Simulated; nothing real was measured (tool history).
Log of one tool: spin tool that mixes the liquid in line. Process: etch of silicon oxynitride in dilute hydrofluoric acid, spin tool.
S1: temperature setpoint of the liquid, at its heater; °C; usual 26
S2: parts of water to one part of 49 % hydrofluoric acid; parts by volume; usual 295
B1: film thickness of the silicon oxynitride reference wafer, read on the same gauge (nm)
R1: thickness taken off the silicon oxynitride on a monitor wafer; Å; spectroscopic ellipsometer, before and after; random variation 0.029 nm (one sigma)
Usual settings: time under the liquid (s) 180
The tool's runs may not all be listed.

run 1 hour=0 | S1=24.5 S2=295 time_under_the_liquid_(s)=180 | B1=39.95 | R1=23.7
run 2 hour=194.2 | S1=24.5 S2=295 time_under_the_liquid_(s)=180 | B1=40.048 | R1=23.72
run 3 hour=279.9 | S1=24.5 S2=295 time_under_the_liquid_(s)=180 | B1=40.019 | R1=23.95
run 4 hour=377.8 | S1=26 S2=295 time_under_the_liquid_(s)=255 | B1=39.986 | R1=35.91
run 5 hour=432.7 | S1=26 S2=295 time_under_the_liquid_(s)=180 | B1=40.001 | R1=25.09
-- hour=468.8 thermometer replaced
run 6 hour=503.2 | S1=26 S2=295 time_under_the_liquid_(s)=180 | B1=39.979 | R1=25.2
run 7 hour=584.7 | S1=26 S2=295 time_under_the_liquid_(s)=180 | B1=39.971 | R1=25.43
run 8 hour=681.5 | S1=26 S2=295 time_under_the_liquid_(s)=180 | B1=39.995 | R1=25.51
run 9 hour=724.1 | S1=26 S2=295 time_under_the_liquid_(s)=180 | B1=39.999 | R1=25.01
run 10 hour=794.3 | S1=26 S2=295 time_under_the_liquid_(s)=180 | B1=40.037 | R1=25.39
run 11 hour=896.3 | S1=23 S2=295 time_under_the_liquid_(s)=115 | B1=40.013 | R1=14.47
run 12 hour=988.5 | S1=23 S2=295 time_under_the_liquid_(s)=115 | B1=39.957 | R1=14.14
-- hour=989.6 gauge calibrated
run 13 hour=1045.4 | S1=26 S2=295 time_under_the_liquid_(s)=180 | B1=39.99 | R1=25.95
run 14 hour=1112.3 | S1=26 S2=350 time_under_the_liquid_(s)=230 | B1=40.012 | R1=26.23
run 15 hour=1189.6 | S1=26 S2=295 time_under_the_liquid_(s)=180 | B1=39.961 | R1=25.36
run 16 hour=1264.9 | S1=26 S2=210 time_under_the_liquid_(s)=180 | B1=40.014 | R1=37.68
-- hour=1312.2 thermometer replaced
-- hour=1334.2 hydrofluoric acid flow meter replaced
run 17 hour=1337.7 | S1=28.5 S2=295 time_under_the_liquid_(s)=180 | B1=39.957 | R1=27.83
run 18 hour=1436.1 | S1=26 S2=295 time_under_the_liquid_(s)=180 | B1=39.985 | R1=25.32
run 19 hour=1494.7 | S1=24.5 S2=345 time_under_the_liquid_(s)=180 | B1=39.976 | R1=19.67
run 20 hour=1543.9 | S1=24 S2=295 time_under_the_liquid_(s)=180 | B1=39.94 | R1=23.39
run 21 hour=1641.4 | S1=26 S2=295 time_under_the_liquid_(s)=180 | B1=40.002 | R1=25.28
run 22 hour=1708.6 | S1=26 S2=245 time_under_the_liquid_(s)=150 | B1=40.002 | R1=26.44
run 23 hour=1762.3 | S1=29 S2=295 time_under_the_liquid_(s)=235 | B1=39.992 | R1=37.05
run 24 hour=1835.1 | S1=28.5 S2=295 time_under_the_liquid_(s)=80 | B1=39.976 | R1=12.6
run 25 hour=1899.5 | S1=23.5 S2=295 time_under_the_liquid_(s)=230 | B1=40.015 | R1=28.71
run 26 hour=1994.9 | S1=23.5 S2=295 time_under_the_liquid_(s)=180 | B1=39.969 | R1=22.71
-- hour=2006.2 thermometer replaced
run 27 hour=2031.3 | S1=26 S2=405 time_under_the_liquid_(s)=180 | B1=39.999 | R1=17.04

Forecast each of these 5 alternatives for the next run:
run A hour=2031.8 | S1=26 S2=295 time_under_the_liquid_(s)=180 | B1=? | R1=?
run B hour=2031.8 | S1=26 S2=430 time_under_the_liquid_(s)=180 | B1=? | R1=?
run C hour=2031.8 | S1=23.5 S2=345 time_under_the_liquid_(s)=225 | B1=? | R1=?
run D hour=2031.8 | S1=22.5 S2=225 time_under_the_liquid_(s)=130 | B1=? | R1=?
run E hour=2031.8 | S1=29.5 S2=295 time_under_the_liquid_(s)=180 | B1=? | R1=?

run=A B1=39.968 R1=25.18
run=B B1=39.968 R1=15.75
run=C B1=39.968 R1=23.44
run=D B1=39.968 R1=21.55
run=E B1=39.968 R1=29.04
Without the tool's hidden state the same runs would have given:
run=A R1=25.18
run=B R1=15.75
run=C R1=23.44
run=D R1=21.55
run=E R1=29.04

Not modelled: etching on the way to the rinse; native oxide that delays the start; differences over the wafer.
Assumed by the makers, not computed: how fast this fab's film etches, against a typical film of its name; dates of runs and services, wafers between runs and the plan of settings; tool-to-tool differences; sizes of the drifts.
